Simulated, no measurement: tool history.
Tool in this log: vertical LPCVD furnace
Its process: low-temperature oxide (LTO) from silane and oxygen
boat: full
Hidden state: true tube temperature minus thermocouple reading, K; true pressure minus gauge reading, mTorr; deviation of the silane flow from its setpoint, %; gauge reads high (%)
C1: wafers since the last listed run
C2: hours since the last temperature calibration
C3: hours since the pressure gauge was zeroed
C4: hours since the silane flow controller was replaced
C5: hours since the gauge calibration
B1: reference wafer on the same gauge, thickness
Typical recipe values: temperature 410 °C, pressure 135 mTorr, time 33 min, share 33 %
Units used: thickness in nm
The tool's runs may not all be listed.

Run 1, hour 0: usual settings but temperature 416 °C, share 38 %; C1 0; C2 3911.7; C3 2492.8; C4 4947.8; C5 1101; B1 180.03. Result: thickness 215.65 nm.
At hour 10.6: gauge calibrated.
Run 2, hour 19.7: usual settings; C1 292; C2 3931.4; C3 2512.5; C4 4967.5; C5 9.1; B1 179.87. Result: thickness 167.51 nm.
At hour 48: thermocouples replaced and temperature profile calibrated.
At hour 71: pressure gauge zeroed.
Run 3, hour 71.5: usual settings; C1 71; C2 23.5; C3 0.5; C4 5019.3; C5 60.9; B1 180.01. Result: thickness 157.71 nm.
Run 4, hour 75.9: usual settings; C1 65; C2 27.9; C3 4.9; C4 5023.7; C5 65.3; B1 179.99. Result: thickness 159.76 nm.
Run 5, hour 93.1: usual settings; C1 255; C2 45.1; C3 22.1; C4 5040.9; C5 82.5; B1 180.27. Result: thickness 157.09 nm.
At hour 123.3: silane flow controller replaced.
Run 6, hour 125.3: usual settings; C1 121; C2 77.3; C3 54.3; C4 2; C5 114.7; B1 180.15. Result: thickness 159.39 nm.
Run 7, hour 155.1: usual settings; C1 442; C2 107.1; C3 84.1; C4 31.8; C5 144.5; B1 180.15. Result: thickness 159.42 nm.
Run 8, hour 171.7: usual settings but temperature 403 °C; C1 246; C2 123.7; C3 100.7; C4 48.4; C5 161.1; B1 179.94. Result: thickness 147.62 nm.
Run 9, hour 187.8: usual settings; C1 238; C2 139.8; C3 116.8; C4 64.5; C5 177.2; B1 180.22. Result: thickness 158.91 nm.
Run 10, hour 220.2: usual settings but time 24.5 min; C1 480; C2 172.2; C3 149.2; C4 96.9; C5 209.6; B1 179.86. Result: thickness 119.14 nm.
Run 11, hour 252.2: usual settings; C1 474; C2 204.2; C3 181.2; C4 128.9; C5 241.6; B1 179.83. Result: thickness 160.17 nm.
Run 12, hour 272.5: usual settings but temperature 404 °C, pressure 170 mTorr, time 26.5 min, share 31 %; C1 301; C2 224.5; C3 201.5; C4 149.2; C5 261.9; B1 179.86. Result: thickness 139.64 nm.
Run 13, hour 296: usual settings but share 31 %; C1 348; C2 248; C3 225; C4 172.7; C5 285.4; B1 180.05. Result: thickness 147.42 nm.
Run 14, hour 319.3: usual settings but time 45.5 min; C1 345; C2 271.3; C3 248.3; C4 196; C5 308.7; B1 179.95. Result: thickness 223.26 nm.
Run 15, hour 351.8: usual settings; C1 482; C2 303.8; C3 280.8; C4 228.5; C5 341.2; B1 180.24. Result: thickness 161.75 nm.
Run 16, hour 374.9: usual settings; C1 342; C2 326.9; C3 303.9; C4 251.6; C5 364.3; B1 180.24. Result: thickness 160.93 nm.
Run 17, hour 394.8: usual settings; C1 295; C2 346.8; C3 323.8; C4 271.5; C5 384.2; B1 180.15. Result: thickness 161.7 nm.
Run 18, hour 410.7: usual settings but temperature 407 °C, pressure 105 mTorr, time 43 min, share 39 %; C1 235; C2 362.7; C3 339.7; C4 287.4; C5 400.1; B1 180.11. Result: thickness 197.13 nm.
Run 19, hour 471.4: usual settings but temperature 417 °C, pressure 115 mTorr, share 38 %; C1 900; C2 423.4; C3 400.4; C4 348.1; C5 460.8; B1 179.93. Result: thickness 179.77 nm.
Run 20, hour 493.8: usual settings but temperature 417 °C, pressure 115 mTorr, time 40.5 min, share 38 %; C1 332; C2 445.8; C3 422.8; C4 370.5; C5 483.2; B1 179.96. Result: thickness 219.19 nm.
Run 21, hour 512.4: usual settings but temperature 405 °C, pressure 145 mTorr, time 36.5 min; C1 275; C2 464.4; C3 441.4; C4 389.1; C5 501.8; B1 179.96. Result: thickness 180.49 nm.
Run 22, hour 545.1: usual settings; C1 485; C2 497.1; C3 474.1; C4 421.8; C5 534.5; B1 180.1. Result: thickness 162.61 nm.
Run 23, hour 571.4: usual settings but pressure 145 mTorr, share 31 %; C1 390; C2 523.4; C3 500.4; C4 448.1; C5 560.8; B1 179.96. Result: thickness 160.74 nm.
Run 24, hour 588.1: usual settings but time 37 min, share 29 %; C1 247; C2 540.1; C3 517.1; C4 464.8; C5 577.5; B1 180.15. Result: thickness 153.02 nm.
Run 25, hour 605.7: usual settings but share 39 %; C1 261; C2 557.7; C3 534.7; C4 482.4; C5 595.1; B1 180.27. Result: thickness 202.81 nm.
Run 26, hour 637.5: usual settings but temperature 406 °C, pressure 145 mTorr, time 42.5 min, share 37 %; C1 471; C2 589.5; C3 566.5; C4 514.2; C5 626.9; B1 180.24. Result: thickness 249.91 nm.
Run 27, hour 671.5: usual settings; C1 504; C2 623.5; C3 600.5; C4 548.2; C5 660.9; B1 179.7. Result: thickness 163.06 nm.
Run 28, hour 697.6: usual settings but temperature 417 °C, pressure 105 mTorr, share 38 %; C1 387; C2 649.6; C3 626.6; C4 574.3; C5 687; B1 179.74. Result: thickness 164.52 nm.
Run 29, hour 720.3: usual settings but pressure 120 mTorr, share 37 %; C1 336; C2 672.3; C3 649.3; C4 597; C5 709.7; B1 180.21. Result: thickness 170.06 nm.
Run 30, hour 745.4: usual settings but pressure 125 mTorr, share 35 %; C1 372; C2 697.4; C3 674.4; C4 622.1; C5 734.8; B1 179.73. Result: thickness 163.42 nm.
Run 31, hour 764: usual settings; C1 275; C2 716; C3 693; C4 640.7; C5 753.4; B1 179.95. Result: thickness 163.64 nm.
Run 32, hour 782.5: usual settings; C1 274; C2 734.5; C3 711.5; C4 659.2; C5 771.9; B1 180.1. Result: thickness 164.48 nm.

Branching from run 32: 3 alternative next runs. What would each branch give?
Run A, hour 787: usual settings; C1 66; C2 739; C3 716; C4 663.7; C5 776.4; B1 ?. Result: thickness ?.
Run B, hour 787: usual settings but temperature 417 °C, time 39 min; C1 66; C2 739; C3 716; C4 663.7; C5 776.4; B1 ?. Result: thickness ?.
Run C, hour 787: usual settings but pressure 150 mTorr; C1 66; C2 739; C3 716; C4 663.7; C5 776.4; B1 ?. Result: thickness ?.

run      B1  thickness
  A  179.87     164.34
  B  179.87     209.85
  C  179.87     182.13
Stripped of hidden state, with their random variation kept, the same runs would have yielded:
run  thickness
  A     160.08
  B     204.41
  C     177.87
